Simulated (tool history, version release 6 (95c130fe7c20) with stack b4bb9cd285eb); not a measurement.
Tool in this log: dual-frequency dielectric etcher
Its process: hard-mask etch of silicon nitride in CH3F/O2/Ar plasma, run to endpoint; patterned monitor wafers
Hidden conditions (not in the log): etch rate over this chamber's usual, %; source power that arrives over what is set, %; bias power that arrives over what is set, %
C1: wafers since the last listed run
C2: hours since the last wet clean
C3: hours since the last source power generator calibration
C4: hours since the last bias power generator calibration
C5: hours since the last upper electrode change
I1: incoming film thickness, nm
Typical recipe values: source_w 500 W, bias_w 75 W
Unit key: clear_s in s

{"run": 1, "hour": 0.0, "source_w": 570, "bias_w": 75, "C1": 0, "C2": 363, "C3": 3530.5, "C4": 1604.4, "C5": 1246.4, "I1": 48.35, "clear_s": 56.3}
{"hour": 109.8, "done": "wet clean of the chamber"}
{"run": 2, "hour": 110.3, "source_w": 560, "bias_w": 75, "C1": 868, "C2": 0.5, "C3": 3640.8, "C4": 1714.7, "C5": 1356.7, "I1": 48.42, "clear_s": 59.6}
{"run": 3, "hour": 152.1, "source_w": 560, "bias_w": 75, "C1": 420, "C2": 42.3, "C3": 3682.6, "C4": 1756.5, "C5": 1398.5, "I1": 48.86, "clear_s": 59.2}
{"run": 4, "hour": 353.2, "source_w": 560, "bias_w": 75, "C1": 2022, "C2": 243.4, "C3": 3883.7, "C4": 1957.6, "C5": 1599.6, "I1": 48.49, "clear_s": 57.5}
{"run": 5, "hour": 439.2, "source_w": 500, "bias_w": 87, "C1": 865, "C2": 329.4, "C3": 3969.7, "C4": 2043.6, "C5": 1685.6, "I1": 48.75, "clear_s": 56.1}
{"run": 6, "hour": 540.7, "source_w": 500, "bias_w": 62, "C1": 1020, "C2": 430.9, "C3": 4071.2, "C4": 2145.1, "C5": 1787.1, "I1": 48.87, "clear_s": 62.8}
{"hour": 611.2, "done": "wet clean of the chamber"}
{"run": 7, "hour": 634.5, "source_w": 500, "bias_w": 62, "C1": 702, "C2": 23.3, "C3": 4165, "C4": 2238.9, "C5": 1880.9, "I1": 48.14, "clear_s": 65.8}
{"run": 8, "hour": 736.1, "source_w": 500, "bias_w": 62, "C1": 1021, "C2": 124.9, "C3": 4266.6, "C4": 2340.5, "C5": 1982.5, "I1": 48.47, "clear_s": 66.1}
{"run": 9, "hour": 786.9, "source_w": 500, "bias_w": 75, "C1": 510, "C2": 175.7, "C3": 4317.4, "C4": 2391.3, "C5": 2033.3, "I1": 48.83, "clear_s": 61.5}
{"run": 10, "hour": 835.3, "source_w": 500, "bias_w": 75, "C1": 486, "C2": 224.1, "C3": 4365.8, "C4": 2439.7, "C5": 2081.7, "I1": 48.48, "clear_s": 60}
{"run": 11, "hour": 879.5, "source_w": 500, "bias_w": 75, "C1": 444, "C2": 268.3, "C3": 4410, "C4": 2483.9, "C5": 2125.9, "I1": 48.09, "clear_s": 58.8}
{"run": 12, "hour": 972.3, "source_w": 500, "bias_w": 82, "C1": 933, "C2": 361.1, "C3": 4502.8, "C4": 2576.7, "C5": 2218.7, "I1": 48.36, "clear_s": 57.6}
{"hour": 1017.4, "done": "upper electrode replaced"}
{"run": 13, "hour": 1017.9, "source_w": 500, "bias_w": 75, "C1": 217, "C2": 406.7, "C3": 4548.4, "C4": 2622.3, "C5": 0.5, "I1": 48.96, "clear_s": 59.5}
{"hour": 1024.8, "done": "bias power generator calibrated"}
{"hour": 1100.4, "done": "wet clean of the chamber"}
{"run": 14, "hour": 1113.5, "source_w": 440, "bias_w": 89, "C1": 679, "C2": 13.1, "C3": 4644, "C4": 88.7, "C5": 96.1, "I1": 47.87, "clear_s": 58.9}
{"run": 15, "hour": 1192.5, "source_w": 450, "bias_w": 89, "C1": 794, "C2": 92.1, "C3": 4723, "C4": 167.7, "C5": 175.1, "I1": 48.63, "clear_s": 59}
{"hour": 1275.8, "done": "source power generator calibrated"}
{"run": 16, "hour": 1297.1, "source_w": 550, "bias_w": 93, "C1": 1011, "C2": 196.7, "C3": 21.3, "C4": 272.3, "C5": 279.7, "I1": 49.45, "clear_s": 55.4}
{"run": 17, "hour": 1372.9, "source_w": 500, "bias_w": 84, "C1": 762, "C2": 272.5, "C3": 97.1, "C4": 348.1, "C5": 355.5, "I1": 48.52, "clear_s": 57.9}
{"run": 18, "hour": 1445.7, "source_w": 390, "bias_w": 61, "C1": 732, "C2": 345.3, "C3": 169.9, "C4": 420.9, "C5": 428.3, "I1": 48.49, "clear_s": 69}
{"hour": 1545.5, "done": "wet clean of the chamber"}
{"run": 19, "hour": 1546.0, "source_w": 500, "bias_w": 75, "C1": 767, "C2": 0.5, "C3": 270.2, "C4": 521.2, "C5": 528.6, "I1": 48.54, "clear_s": 62}
{"run": 20, "hour": 1599.5, "source_w": 500, "bias_w": 68, "C1": 538, "C2": 54, "C3": 323.7, "C4": 574.7, "C5": 582.1, "I1": 48.56, "clear_s": 64.2}
{"run": 21, "hour": 1645.0, "source_w": 390, "bias_w": 82, "C1": 457, "C2": 99.5, "C3": 369.2, "C4": 620.2, "C5": 627.6, "I1": 48.71, "clear_s": 64.4}
{"run": 22, "hour": 1731.1, "source_w": 500, "bias_w": 75, "C1": 866, "C2": 185.6, "C3": 455.3, "C4": 706.3, "C5": 713.7, "I1": 48.21, "clear_s": 60.9}
{"run": 23, "hour": 1821.9, "source_w": 500, "bias_w": 86, "C1": 913, "C2": 276.4, "C3": 546.1, "C4": 797.1, "C5": 804.5, "I1": 48.78, "clear_s": 57.9}
{"run": 24, "hour": 1911.2, "source_w": 470, "bias_w": 58, "C1": 898, "C2": 365.7, "C3": 635.4, "C4": 886.4, "C5": 893.8, "I1": 48.71, "clear_s": 67.2}
{"hour": 2031.2, "done": "wet clean of the chamber"}
{"run": 25, "hour": 2072.2, "source_w": 580, "bias_w": 94, "C1": 1377, "C2": 41, "C3": 796.4, "C4": 1047.4, "C5": 1054.8, "I1": 48.4, "clear_s": 53.6}
{"run": 26, "hour": 2164.1, "source_w": 500, "bias_w": 75, "C1": 924, "C2": 132.9, "C3": 888.3, "C4": 1139.3, "C5": 1146.7, "I1": 48.88, "clear_s": 61.4}

3 ways to go on from here, each from the tool as it stands after run 26. What would each give?
{"run": "A", "hour": 2164.5, "source_w": 590, "bias_w": 75, "C1": 4, "C2": 133.3, "C3": 888.7, "C4": 1139.7, "C5": 1147.1, "I1": 48.71, "clear_s": "?"}
{"run": "B", "hour": 2164.5, "source_w": 470, "bias_w": 75, "C1": 4, "C2": 133.3, "C3": 888.7, "C4": 1139.7, "C5": 1147.1, "I1": 48.71, "clear_s": "?"}
{"run": "C", "hour": 2164.5, "source_w": 450, "bias_w": 83, "C1": 4, "C2": 133.3, "C3": 888.7, "C4": 1139.7, "C5": 1147.1, "I1": 48.71, "clear_s": "?"}

run=A clear_s=59
run=B clear_s=63.6
run=C clear_s=62.1
Take away the tool's hidden state, keep each run's random variation, and the runs would have read:
run=A clear_s=59.7
run=B clear_s=64.4
run=C clear_s=62.9

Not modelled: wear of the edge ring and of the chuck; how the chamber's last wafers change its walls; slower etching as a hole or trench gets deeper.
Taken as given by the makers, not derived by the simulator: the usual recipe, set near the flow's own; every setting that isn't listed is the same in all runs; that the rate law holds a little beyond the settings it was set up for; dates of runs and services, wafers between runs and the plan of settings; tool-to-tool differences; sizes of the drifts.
